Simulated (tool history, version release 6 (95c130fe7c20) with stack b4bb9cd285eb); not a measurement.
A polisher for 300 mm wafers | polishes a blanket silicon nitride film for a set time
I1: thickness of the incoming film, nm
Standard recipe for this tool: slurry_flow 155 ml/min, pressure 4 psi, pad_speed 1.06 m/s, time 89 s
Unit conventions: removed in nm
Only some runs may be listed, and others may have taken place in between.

run 1 day=0 | slurry_flow=155 pressure=3 pad_speed=1.06 time=89 | I1=538.9 | removed=136.6
run 2 day=0.254 | slurry_flow=155 pressure=3 pad_speed=1.06 time=89 | I1=536.4 | removed=135.8
run 3 day=0.708 | slurry_flow=155 pressure=4 pad_speed=1.36 time=89 | I1=536.1 | removed=201.7
run 4 day=1.071 | slurry_flow=155 pressure=4 pad_speed=1.36 time=89 | I1=535.8 | removed=201.4
run 5 day=1.521 | slurry_flow=155 pressure=4 pad_speed=1.36 time=89 | I1=535.5 | removed=194.6
run 6 day=1.85 | slurry_flow=155 pressure=4 pad_speed=1.06 time=89 | I1=539.6 | removed=161.2
run 7 day=2.329 | slurry_flow=155 pressure=4 pad_speed=1.06 time=89 | I1=536.7 | removed=179.7
run 8 day=2.767 | slurry_flow=195 pressure=4 pad_speed=0.72 time=72 | I1=542.4 | removed=109.1
run 9 day=3.358 | slurry_flow=155 pressure=3 pad_speed=1.2 time=89 | I1=537.5 | removed=158.6
run 10 day=3.788 | slurry_flow=155 pressure=4 pad_speed=1.06 time=89 | I1=546.2 | removed=175.1
run 11 day=4.288 | slurry_flow=170 pressure=3.4 pad_speed=1.22 time=115 | I1=535.9 | removed=223
run 12 day=4.725 | slurry_flow=170 pressure=4 pad_speed=1.24 time=61 | I1=536.5 | removed=135
run 13 day=4.996 | slurry_flow=155 pressure=2.9 pad_speed=1.24 time=114 | I1=537 | removed=195.6
run 14 day=7.042 | slurry_flow=155 pressure=4 pad_speed=1.06 time=89 | I1=543 | removed=157.9

Withheld: 3 entries from between the runs. Position of each, and hidden state at the listed run before versus the listed run after:
Between runs 6 and 7: worn pad replaced by a new one (day 2.308)
  removal rate lost through wear of the pad, %: 12.4 -> 2.18
  what was measured, less what the result would be without the hidden state, removed: -22.9 -> -4 nm
Between runs 10 and 11: head pressure recalibrated (day 4.15)
  removal rate lost through wear of the pad, %: 5.38 -> 6.47
  what was measured, less what the result would be without the hidden state, removed: -10 -> -15.4 nm
Between runs 11 and 12: slurry nozzle cleaned (day 4.692)
  removal rate lost through wear of the pad, %: 6.47 -> 7.43
  what was measured, less what the result would be without the hidden state, removed: -15.4 -> -10.8 nm
